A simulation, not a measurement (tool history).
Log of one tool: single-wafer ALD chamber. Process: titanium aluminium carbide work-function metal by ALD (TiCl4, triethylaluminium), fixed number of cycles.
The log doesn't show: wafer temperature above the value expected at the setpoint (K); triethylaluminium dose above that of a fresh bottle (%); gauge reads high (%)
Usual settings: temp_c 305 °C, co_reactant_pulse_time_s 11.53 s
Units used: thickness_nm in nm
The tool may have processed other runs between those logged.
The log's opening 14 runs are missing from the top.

| run | hour | temp_c | co_reactant_pulse_time_s | wafers since the last listed run | hours since the last thermocouple change | hours since the last triethylaluminium bottle change | hours since the showerhead was replaced | hours since the gauge calibration | read-back reference wafer on the same gauge, thickness_nm | thickness_nm |
|---|---|---|---|---|---|---|---|---|---|---|
| 15 | 697.7 | 294 | 7.92 | 298 | 96.1 | 774.3 | 486.2 | 397.4 | 1.970 | 1.699 |
| 16 | 729.3 | 305 | 11.53 | 249 | 127.7 | 805.9 | 517.8 | 429.0 | 1.970 | 2.007 |
|  | 747.7 | triethylaluminium bottle replaced |
| 17 | 758.2 | 295 | 13.63 | 164 | 156.6 | 10.5 | 546.7 | 457.9 | 1.970 | 2.010 |
| 18 | 789.4 | 300 | 13.45 | 246 | 187.8 | 41.7 | 577.9 | 489.1 | 1.970 | 2.058 |
| 19 | 818.9 | 310 | 13.62 | 232 | 217.3 | 71.2 | 607.4 | 518.6 | 1.971 | 2.159 |
| 20 | 871.5 | 310 | 11.53 | 414 | 269.9 | 123.8 | 660.0 | 571.2 | 1.972 | 2.131 |
| 21 | 914.9 | 319 | 13.92 | 342 | 313.3 | 167.2 | 703.4 | 614.6 | 1.971 | 2.248 |
| 22 | 969.7 | 305 | 11.53 | 432 | 368.1 | 222.0 | 758.2 | 669.4 | 1.970 | 2.077 |
| 23 | 1005.3 | 296 | 14.63 | 280 | 403.7 | 257.6 | 793.8 | 705.0 | 1.969 | 2.019 |
| 24 | 1038.3 | 295 | 7.12 | 260 | 436.7 | 290.6 | 826.8 | 738.0 | 1.970 | 1.765 |
| 25 | 1089.4 | 305 | 11.53 | 403 | 487.8 | 341.7 | 877.9 | 789.1 | 1.970 | 2.077 |
| 26 | 1122.8 | 318 | 9.38 | 263 | 521.2 | 375.1 | 911.3 | 822.5 | 1.971 | 2.123 |
| 27 | 1188.0 | 305 | 11.53 | 514 | 586.4 | 440.3 | 976.5 | 887.7 | 1.970 | 2.066 |
| 28 | 1250.7 | 296 | 14.63 | 494 | 649.1 | 503.0 | 1039.2 | 950.4 | 1.969 | 2.004 |
| 29 | 1307.4 | 310 | 13.54 | 447 | 705.8 | 559.7 | 1095.9 | 1007.1 | 1.970 | 2.126 |
| 30 | 1333.1 | 314 | 11.53 | 202 | 731.5 | 585.4 | 1121.6 | 1032.8 | 1.969 | 2.121 |
| 31 | 1381.7 | 311 | 16.10 | 383 | 780.1 | 634.0 | 1170.2 | 1081.4 | 1.970 | 2.164 |
| 32 | 1438.9 | 313 | 11.53 | 451 | 837.3 | 691.2 | 1227.4 | 1138.6 | 1.969 | 2.086 |
| 33 | 1490.2 | 295 | 7.12 | 404 | 888.6 | 742.5 | 1278.7 | 1189.9 | 1.969 | 1.626 |
| 34 | 1536.6 | 315 | 15.11 | 365 | 935.0 | 788.9 | 1325.1 | 1236.3 | 1.970 | 2.172 |

3 ways to go on from here, each from the tool as it stands after run 34. What would each give?
| A | 1537.0 | 315 | 11.53 | 3 | 935.4 | 789.3 | 1325.5 | 1236.7 | ? | ? |
| B | 1537.0 | 305 | 8.13 | 3 | 935.4 | 789.3 | 1325.5 | 1236.7 | ? | ? |
| C | 1537.0 | 295 | 11.53 | 3 | 935.4 | 789.3 | 1325.5 | 1236.7 | ? | ? |

| run | read-back reference wafer on the same gauge, thickness_nm | thickness_nm |
|---|---|---|
| A | 1.970 | 2.083 |
| B | 1.970 | 1.785 |
| C | 1.970 | 1.887 |
With the hidden condition removed and each run's random variation left untouched, the same runs would have given:
| run | thickness_nm |
|---|---|
| A | 2.196 |
| B | 1.977 |
| C | 1.992 |
